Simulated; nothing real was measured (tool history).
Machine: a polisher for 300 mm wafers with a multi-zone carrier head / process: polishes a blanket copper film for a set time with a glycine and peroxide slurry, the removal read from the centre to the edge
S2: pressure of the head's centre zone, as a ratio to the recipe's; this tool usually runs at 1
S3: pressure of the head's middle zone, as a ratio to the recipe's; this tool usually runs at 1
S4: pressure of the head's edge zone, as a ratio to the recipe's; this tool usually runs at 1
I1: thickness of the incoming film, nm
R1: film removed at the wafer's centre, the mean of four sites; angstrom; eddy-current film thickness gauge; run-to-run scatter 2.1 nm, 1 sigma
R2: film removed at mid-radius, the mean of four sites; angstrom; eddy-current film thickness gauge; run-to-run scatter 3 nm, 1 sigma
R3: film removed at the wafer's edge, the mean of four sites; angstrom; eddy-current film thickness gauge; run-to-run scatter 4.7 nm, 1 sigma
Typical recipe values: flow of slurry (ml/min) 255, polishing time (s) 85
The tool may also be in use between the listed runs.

run 1 hour=0 | flow_of_slurry_(ml/min)=255 S2=1 S3=1 S4=1 polishing_time_(s)=85 | I1=2278.4 | R1=3366 R2=3321 R3=3304
run 2 hour=57.9 | flow_of_slurry_(ml/min)=255 S2=1 S3=1 S4=1 polishing_time_(s)=85 | I1=2319.6 | R1=3368 R2=3313 R3=3358
run 3 hour=123.4 | flow_of_slurry_(ml/min)=255 S2=1 S3=1 S4=1 polishing_time_(s)=85 | I1=2287.4 | R1=3341 R2=3284 R3=3362
run 4 hour=174.9 | flow_of_slurry_(ml/min)=255 S2=1 S3=1 S4=1 polishing_time_(s)=85 | I1=2325.5 | R1=3318 R2=3253 R3=3268
-- hour=181.4 worn pad replaced by a new one
run 5 hour=225.5 | flow_of_slurry_(ml/min)=255 S2=1 S3=1 S4=1 polishing_time_(s)=85 | I1=2308.4 | R1=3328 R2=3314 R3=3335
run 6 hour=381.1 | flow_of_slurry_(ml/min)=255 S2=1 S3=1 S4=1 polishing_time_(s)=85 | I1=2314.3 | R1=3285 R2=3233 R3=3328
-- hour=404.5 worn pad replaced by a new one
run 7 hour=417.6 | flow_of_slurry_(ml/min)=255 S2=1 S3=1 S4=1 polishing_time_(s)=85 | I1=2302.1 | R1=3284 R2=3282 R3=3283
run 8 hour=484.5 | flow_of_slurry_(ml/min)=255 S2=1 S3=1 S4=1 polishing_time_(s)=85 | I1=2347.5 | R1=3254 R2=3230 R3=3176
run 9 hour=544.4 | flow_of_slurry_(ml/min)=255 S2=1 S3=1 S4=1 polishing_time_(s)=85 | I1=2316.7 | R1=3266 R2=3174 R3=3287
-- hour=549.4 centre zone pressure recalibrated
-- hour=581.3 edge zone pressure recalibrated
-- hour=593.5 worn pad replaced by a new one
run 10 hour=611.5 | flow_of_slurry_(ml/min)=255 S2=1 S3=1 S4=1 polishing_time_(s)=85 | I1=2312.7 | R1=3182 R2=3148 R3=3223
-- hour=632.8 carrier head's membrane replaced by a new one
-- hour=736.8 slurry nozzle cleaned
run 11 hour=749.3 | flow_of_slurry_(ml/min)=305 S2=1.05 S3=1 S4=1 polishing_time_(s)=85 | I1=2317.3 | R1=3619 R2=3374 R3=3327
-- hour=774.9 worn pad replaced by a new one
run 12 hour=785.8 | flow_of_slurry_(ml/min)=290 S2=1.11 S3=1.09 S4=1.1 polishing_time_(s)=85 | I1=2294.7 | R1=3831 R2=3586 R3=3467
run 13 hour=827.5 | flow_of_slurry_(ml/min)=255 S2=1 S3=1 S4=1.09 polishing_time_(s)=85 | I1=2328.1 | R1=3382 R2=3325 R3=3436
run 14 hour=855.1 | flow_of_slurry_(ml/min)=255 S2=0.92 S3=1 S4=1 polishing_time_(s)=85 | I1=2325 | R1=3109 R2=3289 R3=3362
run 15 hour=911.7 | flow_of_slurry_(ml/min)=255 S2=1 S3=1 S4=1 polishing_time_(s)=85 | I1=2341.8 | R1=3394 R2=3315 R3=3282
run 16 hour=964.6 | flow_of_slurry_(ml/min)=330 S2=1 S3=0.95 S4=1 polishing_time_(s)=85 | I1=2324.8 | R1=3455 R2=3288 R3=3425
-- hour=987.2 worn pad replaced by a new one
run 17 hour=989.8 | flow_of_slurry_(ml/min)=255 S2=1 S3=1 S4=1 polishing_time_(s)=85 | I1=2307.7 | R1=3367 R2=3308 R3=3198
run 18 hour=1015.9 | flow_of_slurry_(ml/min)=305 S2=1 S3=1.06 S4=1 polishing_time_(s)=109 | I1=2316 | R1=4406 R2=4480 R3=4255

Measured result minus the same run's result without the hidden state. Both carry the same run-to-run variation, though not necessarily the same gauge scatter:
Hidden state present: removal rate lost through wear of the pad, %; slurry flow missing at the pad, %; deviation of the centre zone's pressure from its setpoint, %; deviation of the edge zone's pressure from its setpoint, %.
run=1 R1=-19 R2=-18 R3=-13
run=2 R1=-24 R2=-21 R3=-16
run=3 R1=-30 R2=-26 R3=-20
run=4 R1=-37 R2=-32 R3=-24
run=5 R1=-45 R2=-40 R3=-30
run=6 R1=-82 R2=-72 R3=-56
run=7 R1=-94 R2=-84 R3=-63
run=8 R1=-120 R2=-107 R3=-77
run=9 R1=-150 R2=-130 R3=-100
run=10 R1=-187 R2=-164 R3=-124
run=11 R1=-3 R2=-2 R3=-2
run=12 R1=-4 R2=-3 R3=-2
run=13 R1=-5 R2=-5 R3=-3
run=14 R1=-6 R2=-5 R3=-4
run=15 R1=-10 R2=-9 R3=-7
run=16 R1=-12 R2=-10 R3=-8
run=17 R1=-19 R2=-16 R3=-11
run=18 R1=-23 R2=-21 R3=-16
